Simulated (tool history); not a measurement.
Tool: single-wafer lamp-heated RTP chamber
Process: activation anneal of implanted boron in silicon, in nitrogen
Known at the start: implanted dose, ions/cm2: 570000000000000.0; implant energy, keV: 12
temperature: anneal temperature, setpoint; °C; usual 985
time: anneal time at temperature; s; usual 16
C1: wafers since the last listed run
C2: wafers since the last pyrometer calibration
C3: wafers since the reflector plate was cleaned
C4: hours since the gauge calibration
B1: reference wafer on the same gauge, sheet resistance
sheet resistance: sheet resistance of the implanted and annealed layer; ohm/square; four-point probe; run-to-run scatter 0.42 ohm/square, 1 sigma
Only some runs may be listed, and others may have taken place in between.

run 1 hour=0.0 | temperature=1001 time=16 | C1=0 C2=3695 C3=14222 C4=1805.0 | B1=163.98 | sheet_resistance=180.05
run 2 hour=103.4 | temperature=985 time=16 | C1=2307 C2=6003 C3=16529 C4=1908.4 | B1=163.88 | sheet_resistance=184.08
-- hour=113.2 reflector plate cleaned
run 3 hour=185.2 | temperature=985 time=16 | C1=1646 C2=7649 C3=1605 C4=1990.2 | B1=164.00 | sheet_resistance=184.29
run 4 hour=267.5 | temperature=985 time=16 | C1=1836 C2=9486 C3=3442 C4=2072.5 | B1=164.11 | sheet_resistance=183.64
run 5 hour=307.9 | temperature=985 time=16 | C1=901 C2=10387 C3=4343 C4=2112.9 | B1=163.93 | sheet_resistance=183.42
run 6 hour=411.5 | temperature=985 time=16 | C1=2311 C2=12699 C3=6655 C4=2216.5 | B1=163.97 | sheet_resistance=183.78
-- hour=515.9 gauge calibrated
run 7 hour=519.4 | temperature=985 time=16 | C1=2407 C2=15107 C3=9063 C4=3.5 | B1=164.18 | sheet_resistance=182.70
-- hour=554.0 pyrometer window cleaned and pyrometer calibrated
run 8 hour=568.2 | temperature=985 time=16 | C1=910 C2=316 C3=9973 C4=52.3 | B1=164.14 | sheet_resistance=185.02
run 9 hour=671.8 | temperature=985 time=16 | C1=2311 C2=2628 C3=12285 C4=155.9 | B1=163.96 | sheet_resistance=185.10
-- hour=780.1 reflector plate cleaned
run 10 hour=780.6 | temperature=985 time=16 | C1=2249 C2=4877 C3=11 C4=264.7 | B1=164.06 | sheet_resistance=184.97
run 11 hour=819.4 | temperature=985 time=16 | C1=865 C2=5743 C3=877 C4=303.5 | B1=163.84 | sheet_resistance=184.48
run 12 hour=894.2 | temperature=1004 time=16 | C1=1669 C2=7412 C3=2546 C4=378.3 | B1=163.98 | sheet_resistance=178.46
run 13 hour=986.7 | temperature=1002 time=22 | C1=2064 C2=9476 C3=4610 C4=470.8 | B1=164.09 | sheet_resistance=178.62
run 14 hour=1038.4 | temperature=1005 time=9 | C1=1153 C2=10630 C3=5764 C4=522.5 | B1=163.94 | sheet_resistance=179.83
run 15 hour=1086.6 | temperature=985 time=16 | C1=1075 C2=11705 C3=6840 C4=570.7 | B1=164.03 | sheet_resistance=183.52
run 16 hour=1141.4 | temperature=985 time=16 | C1=1222 C2=12928 C3=8062 C4=625.5 | B1=163.95 | sheet_resistance=182.78
run 17 hour=1210.6 | temperature=973 time=22 | C1=1544 C2=14472 C3=9607 C4=694.7 | B1=163.90 | sheet_resistance=185.91
run 18 hour=1268.3 | temperature=977 time=9 | C1=1287 C2=15760 C3=10894 C4=752.4 | B1=163.94 | sheet_resistance=187.24
-- hour=1343.6 pyrometer window cleaned and pyrometer calibrated
run 19 hour=1344.1 | temperature=997 time=25 | C1=1512 C2=10 C3=12407 C4=828.2 | B1=164.07 | sheet_resistance=179.68
run 20 hour=1393.9 | temperature=957 time=20 | C1=1111 C2=1122 C3=13518 C4=878.0 | B1=164.07 | sheet_resistance=207.36
-- hour=1407.4 reflector plate cleaned
run 21 hour=1464.8 | temperature=962 time=16 | C1=1403 C2=2525 C3=1281 C4=948.9 | B1=163.93 | sheet_resistance=204.30
run 22 hour=1502.2 | temperature=1009 time=9 | C1=834 C2=3360 C3=2116 C4=986.3 | B1=163.97 | sheet_resistance=179.63
run 23 hour=1570.6 | temperature=1003 time=24 | C1=1526 C2=4886 C3=3642 C4=1054.7 | B1=164.09 | sheet_resistance=179.67
run 24 hour=1675.5 | temperature=1003 time=24 | C1=2340 C2=7227 C3=5983 C4=1159.6 | B1=164.01 | sheet_resistance=178.74
run 25 hour=1771.6 | temperature=996 time=21 | C1=2144 C2=9371 C3=8127 C4=1255.7 | B1=164.23 | sheet_resistance=180.71
run 26 hour=1841.1 | temperature=967 time=23 | C1=1550 C2=10922 C3=9678 C4=1325.2 | B1=164.01 | sheet_resistance=192.08
run 27 hour=1882.4 | temperature=966 time=16 | C1=921 C2=11844 C3=10599 C4=1366.5 | B1=163.97 | sheet_resistance=195.30
-- hour=1981.3 pyrometer window cleaned and pyrometer calibrated
run 28 hour=1981.8 | temperature=1008 time=16 | C1=2039 C2=10 C3=12639 C4=1465.9 | B1=164.12 | sheet_resistance=179.15
-- hour=2047.6 reflector plate cleaned
run 29 hour=2074.9 | temperature=1014 time=8 | C1=1898 C2=1908 C3=609 C4=1559.0 | B1=163.90 | sheet_resistance=180.00
run 30 hour=2143.4 | temperature=993 time=21 | C1=1528 C2=3437 C3=2137 C4=1627.5 | B1=164.03 | sheet_resistance=181.84
run 31 hour=2223.5 | temperature=965 time=16 | C1=1787 C2=5224 C3=3924 C4=1707.6 | B1=164.05 | sheet_resistance=199.49
run 32 hour=2283.5 | temperature=997 time=10 | C1=1338 C2=6563 C3=5263 C4=1767.6 | B1=163.98 | sheet_resistance=181.41
run 33 hour=2368.2 | temperature=985 time=22 | C1=1890 C2=8453 C3=7153 C4=1852.3 | B1=163.96 | sheet_resistance=182.74
run 34 hour=2414.8 | temperature=963 time=13 | C1=1039 C2=9493 C3=8193 C4=1898.9 | B1=163.99 | sheet_resistance=201.48
run 35 hour=2458.9 | temperature=985 time=16 | C1=984 C2=10477 C3=9177 C4=1943.0 | B1=164.09 | sheet_resistance=183.95

A few steps of sheet resistance between consecutive runs. Split each: what settings, incoming material and random variation would produce without the hidden state, and what is left over for the hidden state, along with gauge scatter present in only one of the two compared results (measured, and without hidden state):
Hidden state present: true wafer temperature minus pyrometer reading, K; wafer temperature error from the tarnished reflector plate, K; gauge reads high (%).
Run 18 -> 19: temperature 977 -> 997, time 9 -> 25, pyrometer window cleaned and pyrometer calibrated. sheet resistance -7.56 ohm/square: hidden state +5.17, all else -12.73.
Run 19 -> 20: temperature 997 -> 957, time 25 -> 20. sheet resistance +27.68 ohm/square: hidden state -0.49, all else +28.17.
Run 21 -> 22: temperature 962 -> 1009, time 16 -> 9. sheet resistance -24.67 ohm/square: hidden state +0.61, all else -25.28.
Run 27 -> 28: temperature 966 -> 1008, pyrometer window cleaned and pyrometer calibrated. sheet resistance -16.15 ohm/square: hidden state +4.23, all else -20.38.
Run 33 -> 34: temperature 985 -> 963, time 22 -> 13. sheet resistance +18.74 ohm/square: hidden state -2.61, all else +21.35.
